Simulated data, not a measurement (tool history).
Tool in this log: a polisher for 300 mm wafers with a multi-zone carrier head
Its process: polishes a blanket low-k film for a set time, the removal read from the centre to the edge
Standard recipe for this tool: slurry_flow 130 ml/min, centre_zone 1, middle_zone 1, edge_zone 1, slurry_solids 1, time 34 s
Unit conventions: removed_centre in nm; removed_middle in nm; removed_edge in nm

run   hour  slurry_flow  centre_zone  middle_zone  edge_zone  slurry_solids  time  incoming thickness of the incoming film, nm  removed_centre  removed_middle  removed_edge
  1      0          130            1            1          1              1    34                                        687.9            11.5            11.3          11.2
  2   59.8          130            1            1          1              1    34                                        698.1            11.4            11.2          11.1
  3  121.2          130            1            1          1              1    34                                        698.8            11.4              11          11.3
  4  177.2          130            1            1          1              1    34                                        690.9            11.5            11.2          11.2
  5  239.3          130            1            1          1            1.1    34                                        711.3            11.8            11.6          11.9
  6  271.6          130            1            1          1            1.1    34                                        697.2            11.9            11.7          11.7
  7  342.7          115            1            1          1              1    34                                        707.5            11.2            11.1          11.3
  8  381.1          130            1            1       0.93              1    34                                        688.5            11.5            11.2          10.9
  9  407.8          130         1.06            1          1           1.25    46                                        707.2            17.7            16.5          16.7
 10  461.9          165         0.93            1          1            1.1    34                                        714.3            11.5              12            12
 11    506          130         0.91            1       0.89            0.9    28                                        701.6             8.1               9           8.6
 12  573.7          130            1            1          1              1    34                                        692.4            11.4            11.3          11.2
 13    628          130            1            1          1              1    34                                        697.8            11.5            11.2          11.2
 14  662.7          130            1            1       1.05              1    25                                        693.8             8.3             8.2           8.4
 15  728.6          155            1         1.11          1           0.85    34                                        711.9              11            11.9          10.6
 16  788.9          130            1         0.91          1            1.2    34                                        700.2            12.3            11.1          11.9

Removed from this log: 13 entries logged between the listed runs. Between which two listed runs does each belong, and how does the tool's hidden state at the listed run before it compare with that at the listed run after it?
Run 1 -> run 2: edge zone pressure recalibrated (hour 17.8); slurry nozzle cleaned (hour 32.4)
  no hidden state differs between the two runs
Run 2 -> run 3: worn pad replaced by a new one (hour 89)
  no hidden state differs between the two runs
Run 5 -> run 6: worn pad replaced by a new one (hour 259.3)
  no hidden state differs between the two runs
Run 6 -> run 7: slurry nozzle cleaned (hour 272.7)
  no hidden state differs between the two runs
Run 7 -> run 8: carrier head's membrane replaced by a new one (hour 372.7)
  no hidden state differs between the two runs
Run 8 -> run 9: centre zone pressure recalibrated (hour 385.5)
  no hidden state differs between the two runs
Run 9 -> run 10: worn pad replaced by a new one (hour 424.9)
  no hidden state differs between the two runs
Run 10 -> run 11: edge zone pressure recalibrated (hour 492.6)
  no hidden state differs between the two runs
Run 11 -> run 12: slurry nozzle cleaned (hour 548.9)
  no hidden state differs between the two runs
Run 12 -> run 13: worn pad replaced by a new one (hour 605)
  no hidden state differs between the two runs
Run 15 -> run 16: worn pad replaced by a new one (hour 748.6); slurry nozzle cleaned (hour 786.6)
  no hidden state differs between the two runs

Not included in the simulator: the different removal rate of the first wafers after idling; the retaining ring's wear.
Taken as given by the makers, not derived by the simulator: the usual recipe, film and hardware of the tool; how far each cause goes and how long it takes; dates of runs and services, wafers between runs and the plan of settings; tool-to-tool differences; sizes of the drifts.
